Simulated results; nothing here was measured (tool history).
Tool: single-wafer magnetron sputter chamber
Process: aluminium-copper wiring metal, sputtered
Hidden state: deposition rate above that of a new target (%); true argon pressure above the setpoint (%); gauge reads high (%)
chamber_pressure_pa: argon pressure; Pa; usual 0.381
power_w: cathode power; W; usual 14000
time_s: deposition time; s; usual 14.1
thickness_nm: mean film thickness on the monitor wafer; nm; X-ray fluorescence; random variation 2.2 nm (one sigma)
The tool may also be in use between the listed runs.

run	hour	chamber_pressure_pa	power_w	time_s	wafers since the last listed run	wafers on the sputter target	hours since the last manometer calibration	hours since the magnet pack was replaced	hours since the gauge calibration	read-back reference wafer on the same gauge, thickness_nm	thickness_nm
1	0	0.381	14000	14.1	0	3247	1732	7944.6	291.5	315.703	356.277
# hour 54.1: sputter target and shields replaced
2	71.5	0.381	14000	14.1	1263	346	1803.5	8016.1	363	315.956	366.512
3	116.2	0.261	14000	14.1	889	1236	1848.2	8060.8	407.7	315.67	376.812
# hour 145.4: gauge calibrated
4	169.5	0.381	15900	12.3	1060	2296	1901.5	8114.1	24.1	316.237	353.129
5	210.9	0.381	14000	14.1	823	3119	1942.9	8155.5	65.5	316.273	354.67
# hour 258.4: sputter target and shields replaced
6	273	0.381	14000	14.1	1076	290	2005	8217.6	127.6	316.356	362.333
7	333.5	0.381	14000	14.1	1203	1493	2065.5	8278.1	188.1	315.9	360.487
# hour 347.1: magnet pack replaced, of another model than before
8	393.7	0.381	14000	14.1	1038	2531	2125.7	46.6	248.3	315.427	351.21
9	457.3	0.299	14000	12.5	1265	3796	2189.3	110.2	311.9	315.824	324.667

The next listed run, before its measurement:
# hour 495.5: sputter target and shields replaced
10	520.7	0.381	17200	14.1	1101	502	2252.7	173.6	375.3	?	?

read-back reference wafer on the same gauge, thickness_nm: 315.737
thickness_nm: 435.092 nm
Without the tool's hidden state the same run would have given thickness_nm 437.686 nm.

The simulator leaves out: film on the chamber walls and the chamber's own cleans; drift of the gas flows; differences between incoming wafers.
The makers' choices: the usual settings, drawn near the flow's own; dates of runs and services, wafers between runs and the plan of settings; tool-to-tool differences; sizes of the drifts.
